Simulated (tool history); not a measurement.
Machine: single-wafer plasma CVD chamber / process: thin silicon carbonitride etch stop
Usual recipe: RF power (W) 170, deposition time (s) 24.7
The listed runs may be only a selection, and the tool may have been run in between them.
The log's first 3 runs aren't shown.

run   hour  RF power (W)  deposition time (s)  wafers since the last listed run  hours since the last thermocouple change  hours since the last RF generator calibration  hours since the showerhead was replaced  hours since the gauge calibration  read-back reference wafer on the same gauge, thickness_nm  mean film thickness on the monitor wafer (nm)
  4   40.3           170                 24.7                               380                                     886.0                                         2004.0                                   5840.0                              188.9                                                     13.802                                         12.787
  5   50.9           170                 24.7                               231                                     896.6                                         2014.6                                   5850.6                              199.5                                                     13.801                                         12.752
  6   63.4           160                 24.7                               273                                     909.1                                         2027.1                                   5863.1                              212.0                                                     13.803                                         12.610
  7   69.9           170                 26.5                               141                                     915.6                                         2033.6                                   5869.6                              218.5                                                     13.802                                         13.684
  8   79.5           170                 26.5                               209                                     925.2                                         2043.2                                   5879.2                              228.1                                                     13.798                                         13.714
  9   97.0           170                 26.5                               382                                     942.7                                         2060.7                                   5896.7                              245.6                                                     13.799                                         13.705
 10  106.4           195                 24.7                               205                                     952.1                                         2070.1                                   5906.1                              255.0                                                     13.797                                         13.150
 11  119.2           195                 24.7                               279                                     964.9                                         2082.9                                   5918.9                              267.8                                                     13.798                                         13.123
 12  127.5           195                 24.7                               181                                     973.2                                         2091.2                                   5927.2                              276.1                                                     13.801                                         13.140
 13  144.7           170                 24.7                               375                                     990.4                                         2108.4                                   5944.4                              293.3                                                     13.801                                         12.811
 14  157.7           170                 22.7                               283                                    1003.4                                         2121.4                                   5957.4                              306.3                                                     13.801                                         11.744
 15  174.6           170                 22.7                               369                                    1020.3                                         2138.3                                   5974.3                              323.2                                                     13.802                                         11.737
 16  212.1           170                 24.7                               819                                    1057.8                                         2175.8                                   6011.8                              360.7                                                     13.801                                         12.760
     222.9  -- thermocouple changed; heater temperature recalibrated
 17  223.4           150                 27.0                                72                                       0.5                                         2187.1                                   6023.1                              372.0                                                     13.798                                         13.607
 18  233.6           170                 24.7                               222                                      10.7                                         2197.3                                   6033.3                              382.2                                                     13.801                                         12.774
 19  247.0           170                 24.7                               292                                      24.1                                         2210.7                                   6046.7                              395.6                                                     13.799                                         12.742
     256.2  -- gauge calibrated
 20  263.7           140                 26.2                               364                                      40.8                                         2227.4                                   6063.4                                7.5                                                     13.800                                         13.036
 21  277.0           180                 27.4                               290                                      54.1                                         2240.7                                   6076.7                               20.8                                                     13.799                                         14.334
 22  287.0           180                 21.1                               218                                      64.1                                         2250.7                                   6086.7                               30.8                                                     13.799                                         11.017
 23  296.3           170                 28.5                               203                                      73.4                                         2260.0                                   6096.0                               40.1                                                     13.803                                         14.701
     315.3  -- showerhead replaced
     325.7  -- RF generator calibrated
 24  326.2           180                 26.1                               303                                     103.3                                            0.5                                     10.9                               70.0                                                     13.800                                         13.660

What will run 25 give?
 25  329.5           170                 22.4                                72                                     106.6                                            3.8                                     14.2                               73.3                                                          ?                                              ?

{"run 25": {"read-back reference wafer on the same gauge, thickness_nm": 13.8, "mean film thickness on the monitor wafer (nm)": 11.592}}
Take away the tool's hidden state, keep the run-to-run variation as it was, and the same run would have given mean film thickness on the monitor wafer (nm) 11.592.
